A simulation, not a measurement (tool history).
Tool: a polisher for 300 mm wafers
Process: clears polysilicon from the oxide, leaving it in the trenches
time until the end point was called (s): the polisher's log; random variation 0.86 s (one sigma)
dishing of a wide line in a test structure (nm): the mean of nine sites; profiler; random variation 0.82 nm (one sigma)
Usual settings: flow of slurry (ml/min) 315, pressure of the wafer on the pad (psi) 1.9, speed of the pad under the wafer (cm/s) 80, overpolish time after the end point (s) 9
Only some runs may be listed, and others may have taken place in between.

run   hour  flow of slurry (ml/min)  pressure of the wafer on the pad (psi)  speed of the pad under the wafer (cm/s)  overpolish time after the end point (s)  wafers since the last listed run  wafers polished on this pad  hours since the slurry nozzle was cleaned  hours since the head pressure was calibrated  incoming thickness of the incoming film, nm  time until the end point was called (s)  dishing of a wide line in a test structure (nm)
  1      0                      315                                     1.9                                       80                                        9                                 0                         1259                                      446.7                                         202.1                                        614.1                                     91.3                                             36.8
       0.1  -- worn pad replaced by a new one
  2   30.3                      315                                     1.9                                       80                                        9                               274                          274                                        477                                         232.4                                        616.7                                     92.4                                             37.2
  3   43.6                      315                                     1.9                                       80                                        9                               120                          395                                      490.3                                         245.7                                        610.5                                     92.2                                             37.6
      44.9  -- slurry nozzle cleaned
      58.4  -- head pressure recalibrated
  4   76.9                      315                                     1.9                                       80                                        9                               275                          671                                         32                                          18.5                                        615.3                                     93.1                                             37.2
  5  123.4                      315                                     1.4                                       80                                        9                               422                         1094                                       78.5                                            65                                        604.4                                    122.9                                             32.7
     143.2  -- worn pad replaced by a new one
  6  147.7                      315                                     1.9                                       80                                        9                               184                           40                                      102.8                                          89.3                                        611.9                                       91                                             38.6
  7    177                      315                                     1.9                                       80                                        9                               266                          307                                      132.1                                         118.6                                        610.1                                     91.1                                             38.9
  8    203                      315                                     1.9                                       80                                       13                               236                          543                                      158.1                                         144.6                                        605.2                                       91                                             43.4
  9  230.6                      315                                     1.9                                       80                                       13                               251                          794                                      185.7                                         172.2                                        609.3                                     93.2                                             43.6
 10  254.7                      315                                     1.9                                       80                                       13                               219                         1013                                      209.8                                         196.3                                          614                                     92.6                                             44.3
 11  281.2                      315                                     1.9                                       80                                        9                               241                         1255                                      236.3                                         222.8                                        601.7                                     91.3                                             38.2
 12  295.2                      315                                     1.9                                       80                                        9                               127                         1382                                      250.3                                         236.8                                        611.3                                       93                                             37.7
 13  310.1                      315                                     1.9                                       80                                        9                               135                         1517                                      265.2                                         251.7                                        605.6                                       91                                             37.1
     328.5  -- worn pad replaced by a new one
 14  333.2                      315                                     1.9                                       80                                        9                               173                           43                                      288.3                                         274.8                                        607.5                                     91.1                                             38.2
 15    359                      315                                     1.9                                       80                                        9                               234                          277                                      314.1                                         300.6                                        598.2                                     89.4                                             38.1
 16  372.2                      315                                     1.9                                       80                                       12                               120                          397                                      327.3                                         313.8                                        619.1                                     94.8                                             43.8
 17  398.9                      315                                     1.7                                       80                                       14                               242                          640                                        354                                         340.5                                        604.7                                    100.3                                             43.7
       405  -- head pressure recalibrated
 18    430                      315                                     1.3                                      100                                        9                               264                          905                                      385.1                                            25                                        605.3                                    114.5                                             31.4
     459.7  -- slurry nozzle cleaned
 19  460.2                      315                                     1.9                                       56                                        9                               265                         1171                                        0.5                                          55.2                                        610.5                                    114.6                                             33.6
     488.1  -- worn pad replaced by a new one
 20  492.2                      315                                     1.9                                       80                                       12                               254                           37                                       32.5                                          87.2                                        605.3                                     92.4                                               42
 21  523.2                      230                                     1.9                                       60                                       11                               281                          319                                       63.5                                         118.2                                        606.8                                    111.6                                             36.4
 22  557.2                      315                                     1.9                                       96                                        9                               309                          628                                       97.5                                         152.2                                        615.2                                     84.5                                             39.6
 23  577.5                      210                                     1.9                                       88                                       14                               184                          813                                      117.8                                         172.5                                        596.1                                     88.1                                             43.4
 24  598.6                      315                                     1.2                                       80                                       12                               191                         1005                                      138.9                                         193.6                                        609.7                                    147.9                                             34.2
 25  632.8                      315                                     1.9                                       80                                        9                               311                         1316                                      173.1                                         227.8                                          604                                     92.2                                             38.3

Predict the results of run 26:
     649.4  -- worn pad replaced by a new one
 26  649.8                      315                                     1.4                                       80                                        9                               118                            3                                      190.1                                         244.8                                        619.7                                        ?                                                ?

time until the end point was called (s): 126.6
dishing of a wide line in a test structure (nm): 31
The same run, on a tool lacking any hidden state, would have yielded time until the end point was called (s) 126.6, dishing of a wide line in a test structure (nm) 31.
